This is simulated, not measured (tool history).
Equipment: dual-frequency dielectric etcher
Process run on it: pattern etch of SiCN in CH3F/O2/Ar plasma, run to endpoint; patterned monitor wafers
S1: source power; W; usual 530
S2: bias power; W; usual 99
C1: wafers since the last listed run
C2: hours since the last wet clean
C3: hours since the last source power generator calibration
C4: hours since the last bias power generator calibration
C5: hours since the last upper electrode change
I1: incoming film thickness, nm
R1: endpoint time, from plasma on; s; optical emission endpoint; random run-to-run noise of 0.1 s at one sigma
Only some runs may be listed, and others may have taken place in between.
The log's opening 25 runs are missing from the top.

{"hour": 566.8, "done": "wet clean of the chamber"}
{"run": 26, "hour": 616.2, "S1": 630, "S2": 90, "C1": 552, "C2": 49.4, "C3": 396.5, "C4": 298.1, "C5": 397.5, "I1": 7.4, "R1": 13.6}
{"run": 27, "hour": 638.3, "S1": 410, "S2": 87, "C1": 165, "C2": 71.5, "C3": 418.6, "C4": 320.2, "C5": 419.6, "I1": 7.42, "R1": 17.4}
{"run": 28, "hour": 656.0, "S1": 530, "S2": 99, "C1": 132, "C2": 89.2, "C3": 436.3, "C4": 337.9, "C5": 437.3, "I1": 7.45, "R1": 14.8}
{"run": 29, "hour": 677.7, "S1": 590, "S2": 81, "C1": 162, "C2": 110.9, "C3": 458, "C4": 359.6, "C5": 459, "I1": 7.43, "R1": 15}
{"run": 30, "hour": 707.4, "S1": 410, "S2": 83, "C1": 223, "C2": 140.6, "C3": 487.7, "C4": 389.3, "C5": 488.7, "I1": 7.42, "R1": 18.2}
{"run": 31, "hour": 743.4, "S1": 530, "S2": 99, "C1": 270, "C2": 176.6, "C3": 523.7, "C4": 425.3, "C5": 524.7, "I1": 7.33, "R1": 14.7}
{"run": 32, "hour": 764.7, "S1": 530, "S2": 87, "C1": 159, "C2": 197.9, "C3": 545, "C4": 446.6, "C5": 546, "I1": 7.41, "R1": 15.6}
{"run": 33, "hour": 789.8, "S1": 450, "S2": 90, "C1": 188, "C2": 223, "C3": 570.1, "C4": 471.7, "C5": 571.1, "I1": 7.41, "R1": 16.7}
{"run": 34, "hour": 825.1, "S1": 450, "S2": 92, "C1": 265, "C2": 258.3, "C3": 605.4, "C4": 507, "C5": 606.4, "I1": 7.37, "R1": 16.7}

Each row is a separate what-if for the run after 34, all from the same tool condition, not one after another. Results?
{"run": "A", "hour": 825.5, "S1": 530, "S2": 109, "C1": 3, "C2": 258.7, "C3": 605.8, "C4": 507.4, "C5": 606.8, "I1": 7.33, "R1": "?"}
{"run": "B", "hour": 825.5, "S1": 530, "S2": 82, "C1": 3, "C2": 258.7, "C3": 605.8, "C4": 507.4, "C5": 606.8, "I1": 7.33, "R1": "?"}
{"run": "C", "hour": 825.5, "S1": 440, "S2": 84, "C1": 3, "C2": 258.7, "C3": 605.8, "C4": 507.4, "C5": 606.8, "I1": 7.33, "R1": "?"}
{"run": "D", "hour": 825.5, "S1": 620, "S2": 88, "C1": 3, "C2": 258.7, "C3": 605.8, "C4": 507.4, "C5": 606.8, "I1": 7.33, "R1": "?"}
{"run": "E", "hour": 825.5, "S1": 610, "S2": 85, "C1": 3, "C2": 258.7, "C3": 605.8, "C4": 507.4, "C5": 606.8, "I1": 7.33, "R1": "?"}

run=A R1=14.4
run=B R1=15.8
run=C R1=17.3
run=D R1=14.2
run=E R1=14.5
Take away the tool's hidden state, keep each run's random variation, and the runs would have read:
run=A R1=13.9
run=B R1=15.2
run=C R1=16.8
run=D R1=13.8
run=E R1=14
